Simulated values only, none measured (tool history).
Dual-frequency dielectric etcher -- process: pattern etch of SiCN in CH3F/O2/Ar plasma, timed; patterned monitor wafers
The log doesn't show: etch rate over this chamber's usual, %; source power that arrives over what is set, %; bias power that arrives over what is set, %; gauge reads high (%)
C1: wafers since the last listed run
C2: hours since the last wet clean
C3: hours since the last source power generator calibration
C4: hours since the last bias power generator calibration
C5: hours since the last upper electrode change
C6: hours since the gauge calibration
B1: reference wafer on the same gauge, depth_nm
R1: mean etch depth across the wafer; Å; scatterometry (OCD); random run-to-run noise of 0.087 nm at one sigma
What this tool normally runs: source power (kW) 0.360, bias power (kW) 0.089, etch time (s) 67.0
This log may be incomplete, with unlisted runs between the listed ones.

run 1 hour=0.0 | source_power_(kW)=0.390 bias_power_(kW)=0.089 etch_time_(s)=67.0 | C1=0 C2=466.5 C3=1362.7 C4=2864.2 C5=3838.3 C6=1964.1 | B1=20.19 | R1=242.0
run 2 hour=85.0 | source_power_(kW)=0.390 bias_power_(kW)=0.089 etch_time_(s)=67.0 | C1=973 C2=551.5 C3=1447.7 C4=2949.2 C5=3923.3 C6=2049.1 | B1=20.20 | R1=240.1
-- hour=156.6 wet clean of the chamber
run 3 hour=157.1 | source_power_(kW)=0.390 bias_power_(kW)=0.089 etch_time_(s)=67.0 | C1=550 C2=0.5 C3=1519.8 C4=3021.3 C5=3995.4 C6=2121.2 | B1=20.17 | R1=241.8
run 4 hour=448.9 | source_power_(kW)=0.360 bias_power_(kW)=0.089 etch_time_(s)=67.0 | C1=3340 C2=292.3 C3=1811.6 C4=3313.1 C5=4287.2 C6=2413.0 | B1=20.18 | R1=231.9
run 5 hour=489.5 | source_power_(kW)=0.360 bias_power_(kW)=0.089 etch_time_(s)=67.0 | C1=464 C2=332.9 C3=1852.2 C4=3353.7 C5=4327.8 C6=2453.6 | B1=20.15 | R1=235.0
run 6 hour=590.2 | source_power_(kW)=0.360 bias_power_(kW)=0.089 etch_time_(s)=67.0 | C1=1152 C2=433.6 C3=1952.9 C4=3454.4 C5=4428.5 C6=2554.3 | B1=20.22 | R1=234.8
run 7 hour=681.3 | source_power_(kW)=0.360 bias_power_(kW)=0.089 etch_time_(s)=67.0 | C1=1043 C2=524.7 C3=2044.0 C4=3545.5 C5=4519.6 C6=2645.4 | B1=20.22 | R1=233.3
-- hour=726.8 wet clean of the chamber
run 8 hour=768.7 | source_power_(kW)=0.360 bias_power_(kW)=0.089 etch_time_(s)=67.0 | C1=725 C2=41.9 C3=2131.4 C4=3632.9 C5=4607.0 C6=2732.8 | B1=20.18 | R1=234.2
-- hour=795.4 gauge calibrated
run 9 hour=862.7 | source_power_(kW)=0.360 bias_power_(kW)=0.089 etch_time_(s)=80.0 | C1=1076 C2=135.9 C3=2225.4 C4=3726.9 C5=4701.0 C6=67.3 | B1=20.19 | R1=277.1
run 10 hour=970.5 | source_power_(kW)=0.360 bias_power_(kW)=0.089 etch_time_(s)=80.0 | C1=1234 C2=243.7 C3=2333.2 C4=3834.7 C5=4808.8 C6=175.1 | B1=20.23 | R1=279.2
run 11 hour=1037.9 | source_power_(kW)=0.360 bias_power_(kW)=0.089 etch_time_(s)=80.0 | C1=771 C2=311.1 C3=2400.6 C4=3902.1 C5=4876.2 C6=242.5 | B1=20.22 | R1=280.4
-- hour=1111.8 source power generator calibrated
run 12 hour=1112.3 | source_power_(kW)=0.380 bias_power_(kW)=0.089 etch_time_(s)=67.0 | C1=806 C2=385.5 C3=0.5 C4=3976.5 C5=4950.6 C6=316.9 | B1=20.18 | R1=235.9
run 13 hour=1153.1 | source_power_(kW)=0.380 bias_power_(kW)=0.089 etch_time_(s)=67.0 | C1=467 C2=426.3 C3=41.3 C4=4017.3 C5=4991.4 C6=357.7 | B1=20.20 | R1=235.7
-- hour=1191.5 bias power generator calibrated
run 14 hour=1244.3 | source_power_(kW)=0.360 bias_power_(kW)=0.078 etch_time_(s)=61.5 | C1=998 C2=517.5 C3=132.5 C4=52.8 C5=5082.6 C6=448.9 | B1=20.20 | R1=200.8
-- hour=1282.0 wet clean of the chamber
run 15 hour=1328.7 | source_power_(kW)=0.360 bias_power_(kW)=0.107 etch_time_(s)=78.5 | C1=691 C2=46.7 C3=216.9 C4=137.2 C5=5167.0 C6=533.3 | B1=20.18 | R1=289.2
run 16 hour=1376.4 | source_power_(kW)=0.360 bias_power_(kW)=0.099 etch_time_(s)=56.0 | C1=546 C2=94.4 C3=264.6 C4=184.9 C5=5214.7 C6=581.0 | B1=20.19 | R1=199.5
run 17 hour=1662.4 | source_power_(kW)=0.360 bias_power_(kW)=0.089 etch_time_(s)=67.0 | C1=3274 C2=380.4 C3=550.6 C4=470.9 C5=5500.7 C6=867.0 | B1=20.17 | R1=229.7
-- hour=1698.7 upper electrode replaced
run 18 hour=1766.3 | source_power_(kW)=0.360 bias_power_(kW)=0.089 etch_time_(s)=80.0 | C1=914 C2=484.3 C3=654.5 C4=574.8 C5=67.6 C6=970.9 | B1=20.19 | R1=274.2

Predict the results of run 19:
-- hour=1801.5 wet clean of the chamber
run 19 hour=1842.5 | source_power_(kW)=0.400 bias_power_(kW)=0.110 etch_time_(s)=85.0 | C1=597 C2=41.0 C3=730.7 C4=651.0 C5=143.8 C6=1047.1 | B1=? | R1=?

{"run 19": {"B1": 20.22, "R1": 332.2}}
Without the tool's hidden state the same run would have given R1 331.8 Å.

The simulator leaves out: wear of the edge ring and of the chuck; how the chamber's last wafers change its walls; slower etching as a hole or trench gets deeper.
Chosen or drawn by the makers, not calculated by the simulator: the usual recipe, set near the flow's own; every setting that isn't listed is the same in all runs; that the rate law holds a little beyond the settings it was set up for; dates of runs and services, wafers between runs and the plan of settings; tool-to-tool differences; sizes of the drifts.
